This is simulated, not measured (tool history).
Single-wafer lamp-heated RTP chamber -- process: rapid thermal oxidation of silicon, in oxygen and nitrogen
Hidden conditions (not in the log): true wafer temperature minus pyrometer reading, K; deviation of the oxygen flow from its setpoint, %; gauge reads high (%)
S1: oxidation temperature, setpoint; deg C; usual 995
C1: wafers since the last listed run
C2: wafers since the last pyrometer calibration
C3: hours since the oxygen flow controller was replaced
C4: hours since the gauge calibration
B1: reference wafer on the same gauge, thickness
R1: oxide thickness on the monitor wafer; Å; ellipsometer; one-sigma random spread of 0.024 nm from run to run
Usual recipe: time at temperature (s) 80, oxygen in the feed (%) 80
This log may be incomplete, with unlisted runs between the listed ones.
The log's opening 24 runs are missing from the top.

run 25 day=26.775 | S1=995 time_at_temperature_(s)=51 oxygen_in_the_feed_(%)=68 | C1=253 C2=3099 C3=291.3 C4=88.6 | B1=4.949 | R1=46.37
run 26 day=28.129 | S1=995 time_at_temperature_(s)=44 oxygen_in_the_feed_(%)=57 | C1=266 C2=3366 C3=323.8 C4=121.1 | B1=4.952 | R1=41.04
run 27 day=29.004 | S1=995 time_at_temperature_(s)=80 oxygen_in_the_feed_(%)=80 | C1=172 C2=3538 C3=344.8 C4=142.1 | B1=4.954 | R1=59.45
run 28 day=30.517 | S1=986 time_at_temperature_(s)=80 oxygen_in_the_feed_(%)=80 | C1=298 C2=3836 C3=381.1 C4=178.4 | B1=4.950 | R1=55.72
run 29 day=31.771 | S1=1014 time_at_temperature_(s)=80 oxygen_in_the_feed_(%)=52 | C1=247 C2=4083 C3=411.2 C4=208.5 | B1=4.948 | R1=58.94
run 30 day=32.962 | S1=1003 time_at_temperature_(s)=80 oxygen_in_the_feed_(%)=98 | C1=234 C2=4318 C3=439.8 C4=237.1 | B1=4.952 | R1=68.15
-- day=34.233 pyrometer window cleaned and pyrometer calibrated
run 31 day=36.633 | S1=1008 time_at_temperature_(s)=62 oxygen_in_the_feed_(%)=98 | C1=657 C2=472 C3=527.9 C4=325.2 | B1=4.950 | R1=62.96
run 32 day=37.908 | S1=1013 time_at_temperature_(s)=65 oxygen_in_the_feed_(%)=80 | C1=251 C2=724 C3=558.5 C4=355.8 | B1=4.948 | R1=61.76
run 33 day=38.650 | S1=995 time_at_temperature_(s)=80 oxygen_in_the_feed_(%)=80 | C1=146 C2=870 C3=576.3 C4=373.6 | B1=4.949 | R1=59.05
run 34 day=39.375 | S1=995 time_at_temperature_(s)=80 oxygen_in_the_feed_(%)=95 | C1=142 C2=1013 C3=593.7 C4=391.0 | B1=4.955 | R1=63.16
run 35 day=40.717 | S1=973 time_at_temperature_(s)=90 oxygen_in_the_feed_(%)=80 | C1=264 C2=1277 C3=625.9 C4=423.2 | B1=4.954 | R1=53.45
run 36 day=42.029 | S1=995 time_at_temperature_(s)=80 oxygen_in_the_feed_(%)=92 | C1=258 C2=1536 C3=657.4 C4=454.7 | B1=4.953 | R1=62.52
run 37 day=42.838 | S1=995 time_at_temperature_(s)=80 oxygen_in_the_feed_(%)=80 | C1=159 C2=1695 C3=676.8 C4=474.1 | B1=4.947 | R1=59.19
run 38 day=43.567 | S1=972 time_at_temperature_(s)=80 oxygen_in_the_feed_(%)=56 | C1=143 C2=1839 C3=694.3 C4=491.6 | B1=4.947 | R1=44.66
run 39 day=44.446 | S1=1010 time_at_temperature_(s)=106 oxygen_in_the_feed_(%)=97 | C1=173 C2=2012 C3=715.4 C4=512.7 | B1=4.950 | R1=80.66

What if the next run were any one of these 3? Each begins from the tool's condition after run 39:
run A day=44.467 | S1=995 time_at_temperature_(s)=80 oxygen_in_the_feed_(%)=90 | C1=4 C2=2017 C3=715.9 C4=513.2 | B1=? | R1=?
run B day=44.467 | S1=1019 time_at_temperature_(s)=118 oxygen_in_the_feed_(%)=55 | C1=4 C2=2017 C3=715.9 C4=513.2 | B1=? | R1=?
run C day=44.467 | S1=1006 time_at_temperature_(s)=80 oxygen_in_the_feed_(%)=98 | C1=4 C2=2017 C3=715.9 C4=513.2 | B1=? | R1=?

run=A B1=4.949 R1=61.46
run=B B1=4.949 R1=73.25
run=C B1=4.949 R1=68.68
Without the tool's unlogged condition, the same runs would have read:
run=A R1=61.46
run=B R1=73.25
run=C R1=68.68

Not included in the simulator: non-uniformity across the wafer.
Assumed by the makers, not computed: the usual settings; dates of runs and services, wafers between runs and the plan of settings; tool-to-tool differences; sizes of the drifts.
